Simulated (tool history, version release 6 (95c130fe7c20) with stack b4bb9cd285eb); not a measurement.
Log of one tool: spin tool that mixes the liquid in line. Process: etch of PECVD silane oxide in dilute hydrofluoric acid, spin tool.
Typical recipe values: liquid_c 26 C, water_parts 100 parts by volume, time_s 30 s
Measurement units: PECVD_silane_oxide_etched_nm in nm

run	hour	liquid_c	water_parts	time_s	wafers since the last listed run	hours since the thermometer was replaced	hours since the hydrofluoric acid flow meter was replaced	hours since the gauge calibration	read-back film thickness of the PECVD silane oxide reference wafer, read on the same gauge (nm)	PECVD_silane_oxide_etched_nm
1	0	26	100	30	0	763.3	1130	1829	59.97	8.02
2	59.1	26	100	30	807	822.4	1189.1	1888.1	59.97	8.01
# hour 82.8: hydrofluoric acid flow meter replaced
3	161.8	26	100	20	1390	925.1	79	1990.8	60	4.84
4	262.5	26	100	20	1376	1025.8	179.7	2091.5	60.01	4.9
5	408.6	26	100	20	1997	1171.9	325.8	2237.6	59.99	4.91
6	488	26	100	30	1085	1251.3	405.2	2317	60.02	7.51
7	539.7	26	100	30	706	1303	456.9	2368.7	59.96	7.53
8	631.7	26	100	15	1257	1395	548.9	2460.7	59.97	3.79
# hour 687.1: thermometer replaced
9	931	23	100	25	4077	243.9	848.2	2760	60.01	5.73
10	1037.7	23	100	25	1458	350.6	954.9	2866.7	60.02	5.8
11	1091.2	26	100	30	731	404.1	1008.4	2920.2	59.96	7.89
# hour 1332.4: gauge calibrated
12	1405	26	130	15	4289	717.9	1322.2	72.6	59.99	3.03
13	1474.9	30	100	30	955	787.8	1392.1	142.5	60.01	9.43
# hour 1487.4: hydrofluoric acid flow meter replaced
14	1540.3	29	115	30	880	853.2	52.9	207.9	59.97	6.93
15	1583.1	22	100	45	585	896	95.7	250.7	59.99	9.29
16	1652.5	22	125	30	948	965.4	165.1	320.1	60.01	4.77
# hour 1799.3: thermometer replaced
17	1949.3	22	60	15	4043	150	461.9	616.9	60.01	5.63
18	1995.7	26	100	30	634	196.4	508.3	663.3	59.95	7.43
19	2079.3	30.5	145	30	1142	280	591.9	746.9	60.02	5.87
20	2180.4	29.5	100	30	1381	381.1	693	848	60.06	8.69
21	2271.3	22	100	45	1242	472	783.9	938.9	60.03	9.97
22	2373.9	28	65	40	1402	574.6	886.5	1041.5	60.03	18.13
23	2441	26	65	25	917	641.7	953.6	1108.6	59.96	10.58
24	2523.2	26	70	30	1123	723.9	1035.8	1190.8	60	11.64
25	2575.5	26	65	30	714	776.2	1088.1	1243.1	60	12.6
26	2620.7	24.5	80	50	617	821.4	1133.3	1288.3	60.01	15.79
27	2656.9	26	100	25	494	857.6	1169.5	1324.5	59.95	6.55
# hour 2674.8: hydrofluoric acid flow meter replaced
28	2733.7	24.5	80	50	1036	934.4	58.9	1401.3	60.05	14.75
29	2803.6	26	100	30	955	1004.3	128.8	1471.2	59.97	7.31
30	2906.2	30.5	65	20	1402	1106.9	231.4	1573.8	60	9.55
31	2991.7	26	100	35	1168	1192.4	316.9	1659.3	60	8.91
32	3096.8	22	55	25	1436	1297.5	422	1764.4	59.96	10.29
33	3135.8	27.5	100	30	533	1336.5	461	1803.4	60.02	8.06

Table of differences, measured result less the result of that run with no hidden state. Run-to-run variation is the same in both. Gauge scatter possibly is not:
The hidden state here: liquid hotter than its thermometer reads (K); hydrofluoric acid flow above the setpoint (%); gauge reads high (%).
run	PECVD_silane_oxide_etched_nm
1	+0.83
2	+0.85
3	+0.08
4	+0.12
5	+0.18
6	+0.32
7	+0.35
8	+0.2
9	+0.43
10	+0.48
11	+0.68
12	+0.34
13	+1.07
14	+0.05
15	+0.09
16	+0.08
17	+0.22
18	+0.32
19	+0.31
20	+0.5
21	+0.64
22	+1.26
23	+0.79
24	+0.94
25	+1.05
26	+1.38
27	+0.61
28	+0.25
29	+0.16
30	+0.29
31	+0.33
32	+0.45
33	+0.39
